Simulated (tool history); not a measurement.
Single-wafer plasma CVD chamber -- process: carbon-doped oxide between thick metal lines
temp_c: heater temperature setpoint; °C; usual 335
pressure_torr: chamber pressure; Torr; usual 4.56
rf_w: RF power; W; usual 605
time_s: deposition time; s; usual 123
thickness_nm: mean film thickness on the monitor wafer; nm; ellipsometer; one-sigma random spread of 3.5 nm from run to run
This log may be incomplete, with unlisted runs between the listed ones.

run     day  temp_c  pressure_torr  rf_w  time_s  wafers since the last listed run  hours since the last thermocouple change  hours since the last RF generator calibration  hours since the last manometer calibration  hours since the showerhead was replaced  hours since the gauge calibration  read-back reference wafer on the same gauge, thickness_nm  thickness_nm
  1   0.000     335           4.56   605     123                                 0                                    1665.7                                         1292.3                                      1992.3                                   6578.4                             1377.7                                                    725.982       679.754
  2   2.375     335           4.56   605     123                               537                                    1722.7                                         1349.3                                      2049.3                                   6635.4                             1434.7                                                    726.996       682.020
  3   3.546     335           4.56   605     123                               264                                    1750.8                                         1377.4                                      2077.4                                   6663.5                             1462.8                                                    725.692       679.180
      4.267  -- RF generator calibrated
  4   7.742     335           4.56   605     123                               873                                    1851.5                                           83.4                                      2178.1                                   6764.2                             1563.5                                                    725.750       717.887
  5   9.579     335           4.56   605     123                               415                                    1895.6                                          127.5                                      2222.2                                   6808.3                             1607.6                                                    725.303       716.913
  6  11.683     335           4.56   605     123                               476                                    1946.1                                          178.0                                      2272.7                                   6858.8                             1658.1                                                    725.138       713.830
  7  13.412     335           4.56   605     123                               391                                    1987.6                                          219.5                                      2314.2                                   6900.3                             1699.6                                                    727.133       716.100
  8  16.250     335           4.56   525     123                               641                                    2055.7                                          287.6                                      2382.3                                   6968.4                             1767.7                                                    725.967       648.030
     17.221  -- capacitance manometer re-zeroed and calibrated
  9  18.504     326           3.59   500     146                               434                                    2109.8                                          341.7                                        30.8                                   7022.5                             1821.8                                                    725.964       738.093
     19.625  -- thermocouple changed; heater temperature recalibrated
     24.754  -- gauge calibrated
 10  26.975     335           4.56   605     123                              1840                                     176.4                                          545.0                                       234.1                                   7225.8                               53.3                                                    724.712       718.711
 11  29.129     340           5.63   710     106                               487                                     228.1                                          596.7                                       285.8                                   7277.5                              105.0                                                    725.081       693.624
 12  30.804     335           4.56   560     144                               378                                     268.3                                          636.9                                       326.0                                   7317.7                              145.2                                                    725.836       793.443
 13  33.092     328           3.47   665     139                               517                                     323.2                                          691.8                                       380.9                                   7372.6                              200.1                                                    724.380       838.900
     33.708  -- showerhead replaced
 14  34.246     335           4.15   605     101                               185                                     350.9                                          719.5                                       408.6                                     12.9                              227.8                                                    724.468       579.936
 15  35.971     335           3.64   605     123                               390                                     392.3                                          760.9                                       450.0                                     54.3                              269.2                                                    724.819       689.341
 16  37.875     335           4.56   605     123                               430                                     438.0                                          806.6                                       495.7                                    100.0                              314.9                                                    725.706       707.146
 17  38.979     325           4.56   535     123                               249                                     464.5                                          833.1                                       522.2                                    126.5                              341.4                                                    725.544       669.744
 18  40.833     335           5.67   675     123                               419                                     509.0                                          877.6                                       566.7                                    171.0                              385.9                                                    723.561       774.746
 19  43.500     343           5.18   530     111                               603                                     573.0                                          941.6                                       630.7                                    235.0                              449.9                                                    727.434       578.462
 20  44.746     335           5.67   675     123                               281                                     602.9                                          971.5                                       660.6                                    264.9                              479.8                                                    725.162       775.908
 21  46.300     335           5.07   605     138                               351                                     640.2                                         1008.8                                       697.9                                    302.2                              517.1                                                    724.947       791.837
 22  48.333     343           5.18   530     111                               459                                     689.0                                         1057.6                                       746.7                                    351.0                              565.9                                                    724.309       578.034
 23  50.529     335           4.93   605     102                               496                                     741.7                                         1110.3                                       799.4                                    403.7                              618.6                                                    726.953       583.294
 24  52.317     335           5.68   605     102                               404                                     784.6                                         1153.2                                       842.3                                    446.6                              661.5                                                    724.636       592.092
     55.346  -- RF generator calibrated
 25  56.804     335           4.26   605     123                               939                                     892.3                                           35.0                                       950.0                                    554.3                              769.2                                                    726.213       700.140
 26  59.192     335           4.56   605     123                               540                                     949.6                                           92.3                                      1007.3                                    611.6                              826.5                                                    724.398       710.723
 27  62.025     335           3.60   655     123                               640                                    1017.6                                          160.3                                      1075.3                                    679.6                              894.5                                                    725.491       730.550
 28  70.125     335           5.44   605     143                              1832                                    1212.0                                          354.7                                      1269.7                                    874.0                             1088.9                                                    725.884       846.317

Hidden state at the last listed run before each entry between runs and at the first one after, where it differs:
Run 3 -> run 4: RF generator calibrated (day 4.267)
  delivered RF power above the setpoint (%): -9.08 -> -0.31
  difference, measured minus the result without the unlogged condition, thickness_nm: -43.676 -> -1.450 nm
Run 8 -> run 9: capacitance manometer re-zeroed and calibrated (day 17.221)
  delivered RF power above the setpoint (%): -0.627 -> -0.77
  difference, measured minus the result without the unlogged condition, thickness_nm: -2.741 -> -3.920 nm
Run 9 -> run 10: thermocouple changed; heater temperature recalibrated (day 19.625); gauge calibrated (day 24.754)
  delivered RF power above the setpoint (%): -0.77 -> -1.52
  difference, measured minus the result without the unlogged condition, thickness_nm: -3.920 -> -7.216 nm
Run 13 -> run 14: showerhead replaced (day 33.708)
  delivered RF power above the setpoint (%): -2.28 -> -2.45
  difference, measured minus the result without the unlogged condition, thickness_nm: -12.343 -> -9.428 nm
Run 24 -> run 25: RF generator calibrated (day 55.346)
  delivered RF power above the setpoint (%): -5.85 -> -1.65
  difference, measured minus the result without the unlogged condition, thickness_nm: -23.714 -> -7.624 nm
